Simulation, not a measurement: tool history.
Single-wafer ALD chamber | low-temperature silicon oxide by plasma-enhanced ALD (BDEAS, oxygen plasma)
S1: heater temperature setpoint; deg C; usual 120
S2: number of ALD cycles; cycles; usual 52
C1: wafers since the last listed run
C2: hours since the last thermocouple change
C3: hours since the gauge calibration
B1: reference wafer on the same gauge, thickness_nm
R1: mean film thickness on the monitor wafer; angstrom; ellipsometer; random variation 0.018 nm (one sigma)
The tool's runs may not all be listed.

{"run": 1, "day": 0.0, "S1": 120, "S2": 52, "C1": 0, "C2": 1041.9, "C3": 493.3, "B1": 6.375, "R1": 71.64}
{"run": 2, "day": 1.208, "S1": 120, "S2": 52, "C1": 94, "C2": 1070.9, "C3": 522.3, "B1": 6.37, "R1": 71.49}
{"run": 3, "day": 2.525, "S1": 120, "S2": 52, "C1": 102, "C2": 1102.5, "C3": 553.9, "B1": 6.37, "R1": 71.86}
{"run": 4, "day": 3.883, "S1": 116, "S2": 52, "C1": 105, "C2": 1135.1, "C3": 586.5, "B1": 6.366, "R1": 72.13}
{"run": 5, "day": 4.625, "S1": 116, "S2": 52, "C1": 57, "C2": 1152.9, "C3": 604.3, "B1": 6.364, "R1": 71.86}
{"run": 6, "day": 5.512, "S1": 120, "S2": 52, "C1": 69, "C2": 1174.2, "C3": 625.6, "B1": 6.362, "R1": 71.52}
{"run": 7, "day": 6.808, "S1": 120, "S2": 52, "C1": 101, "C2": 1205.3, "C3": 656.7, "B1": 6.353, "R1": 71.8}
{"run": 8, "day": 7.7, "S1": 120, "S2": 52, "C1": 69, "C2": 1226.7, "C3": 678.1, "B1": 6.349, "R1": 71.3}
{"run": 9, "day": 8.271, "S1": 120, "S2": 52, "C1": 44, "C2": 1240.4, "C3": 691.8, "B1": 6.357, "R1": 71.58}
{"run": 10, "day": 9.358, "S1": 120, "S2": 52, "C1": 84, "C2": 1266.5, "C3": 717.9, "B1": 6.341, "R1": 71.43}
{"run": 11, "day": 9.996, "S1": 120, "S2": 54, "C1": 49, "C2": 1281.8, "C3": 733.2, "B1": 6.345, "R1": 73.99}
{"run": 12, "day": 11.021, "S1": 108, "S2": 46, "C1": 79, "C2": 1306.4, "C3": 757.8, "B1": 6.332, "R1": 64.3}
{"run": 13, "day": 11.608, "S1": 108, "S2": 46, "C1": 45, "C2": 1320.5, "C3": 771.9, "B1": 6.336, "R1": 64.28}
{"run": 14, "day": 12.871, "S1": 120, "S2": 52, "C1": 98, "C2": 1350.8, "C3": 802.2, "B1": 6.326, "R1": 71.44}
{"run": 15, "day": 13.442, "S1": 120, "S2": 52, "C1": 44, "C2": 1364.5, "C3": 815.9, "B1": 6.326, "R1": 70.96}
{"run": 16, "day": 14.054, "S1": 120, "S2": 52, "C1": 47, "C2": 1379.2, "C3": 830.6, "B1": 6.327, "R1": 71.25}
{"day": 14.362, "done": "gauge calibrated"}
{"run": 17, "day": 15.075, "S1": 120, "S2": 52, "C1": 79, "C2": 1403.7, "C3": 17.1, "B1": 6.422, "R1": 71.91}
{"run": 18, "day": 16.238, "S1": 120, "S2": 52, "C1": 90, "C2": 1431.6, "C3": 45.0, "B1": 6.427, "R1": 71.89}
{"run": 19, "day": 17.075, "S1": 120, "S2": 52, "C1": 65, "C2": 1451.7, "C3": 65.1, "B1": 6.42, "R1": 72.15}
{"run": 20, "day": 18.488, "S1": 126, "S2": 49, "C1": 110, "C2": 1485.6, "C3": 99.0, "B1": 6.42, "R1": 67.51}
{"run": 21, "day": 19.854, "S1": 135, "S2": 45, "C1": 106, "C2": 1518.4, "C3": 131.8, "B1": 6.418, "R1": 60.81}
{"run": 22, "day": 20.579, "S1": 126, "S2": 55, "C1": 56, "C2": 1535.8, "C3": 149.2, "B1": 6.411, "R1": 76.07}
{"run": 23, "day": 21.192, "S1": 120, "S2": 62, "C1": 47, "C2": 1550.5, "C3": 163.9, "B1": 6.418, "R1": 85.94}
{"run": 24, "day": 21.704, "S1": 120, "S2": 54, "C1": 39, "C2": 1562.8, "C3": 176.2, "B1": 6.413, "R1": 75.09}
{"run": 25, "day": 22.25, "S1": 113, "S2": 57, "C1": 42, "C2": 1575.9, "C3": 189.3, "B1": 6.417, "R1": 80.11}
{"run": 26, "day": 22.896, "S1": 120, "S2": 52, "C1": 50, "C2": 1591.4, "C3": 204.8, "B1": 6.418, "R1": 71.92}
{"run": 27, "day": 24.133, "S1": 106, "S2": 45, "C1": 96, "C2": 1621.1, "C3": 234.5, "B1": 6.41, "R1": 64.03}
{"run": 28, "day": 25.358, "S1": 133, "S2": 56, "C1": 95, "C2": 1650.5, "C3": 263.9, "B1": 6.413, "R1": 75.91}
{"run": 29, "day": 26.592, "S1": 128, "S2": 55, "C1": 96, "C2": 1680.1, "C3": 293.5, "B1": 6.411, "R1": 75.37}
{"run": 30, "day": 27.721, "S1": 111, "S2": 43, "C1": 88, "C2": 1707.2, "C3": 320.6, "B1": 6.41, "R1": 60.38}
{"day": 28.775, "done": "thermocouple changed; heater temperature recalibrated"}
{"run": 31, "day": 28.829, "S1": 120, "S2": 52, "C1": 60, "C2": 1.3, "C3": 347.2, "B1": 6.405, "R1": 72.28}
{"run": 32, "day": 30.242, "S1": 120, "S2": 52, "C1": 110, "C2": 35.2, "C3": 381.1, "B1": 6.402, "R1": 72.0}
{"run": 33, "day": 32.862, "S1": 134, "S2": 55, "C1": 204, "C2": 98.1, "C3": 444.0, "B1": 6.397, "R1": 74.35}
{"run": 34, "day": 33.942, "S1": 129, "S2": 57, "C1": 84, "C2": 124.0, "C3": 469.9, "B1": 6.394, "R1": 77.77}
{"run": 35, "day": 36.308, "S1": 120, "S2": 52, "C1": 184, "C2": 180.8, "C3": 526.7, "B1": 6.386, "R1": 72.23}
{"run": 36, "day": 37.654, "S1": 120, "S2": 52, "C1": 104, "C2": 213.1, "C3": 559.0, "B1": 6.382, "R1": 71.72}
{"run": 37, "day": 39.108, "S1": 125, "S2": 45, "C1": 113, "C2": 248.0, "C3": 593.9, "B1": 6.384, "R1": 61.18}

The tool's hidden state at each run:
wafer temperature above the value expected at the setpoint (K): 0 in every run
H1: gauge reads high (%)
run=1 H1=-0.349
run=2 H1=-0.406
run=3 H1=-0.472
run=4 H1=-0.545
run=5 H1=-0.586
run=6 H1=-0.637
run=7 H1=-0.714
run=8 H1=-0.769
run=9 H1=-0.806
run=10 H1=-0.877
run=11 H1=-0.92
run=12 H1=-0.992
run=13 H1=-1.03
run=14 H1=-1.13
run=15 H1=-1.17
run=16 H1=-1.22
run=17 H1=0.311
run=18 H1=0.308
run=19 H1=0.304
run=20 H1=0.293
run=21 H1=0.278
run=22 H1=0.269
run=23 H1=0.26
run=24 H1=0.252
run=25 H1=0.242
run=26 H1=0.23
run=27 H1=0.205
run=28 H1=0.177
run=29 H1=0.145
run=30 H1=0.112
run=31 H1=0.0778
run=32 H1=0.0298
run=33 H1=-0.0709
run=34 H1=-0.117
run=35 H1=-0.227
run=36 H1=-0.295
run=37 H1=-0.373

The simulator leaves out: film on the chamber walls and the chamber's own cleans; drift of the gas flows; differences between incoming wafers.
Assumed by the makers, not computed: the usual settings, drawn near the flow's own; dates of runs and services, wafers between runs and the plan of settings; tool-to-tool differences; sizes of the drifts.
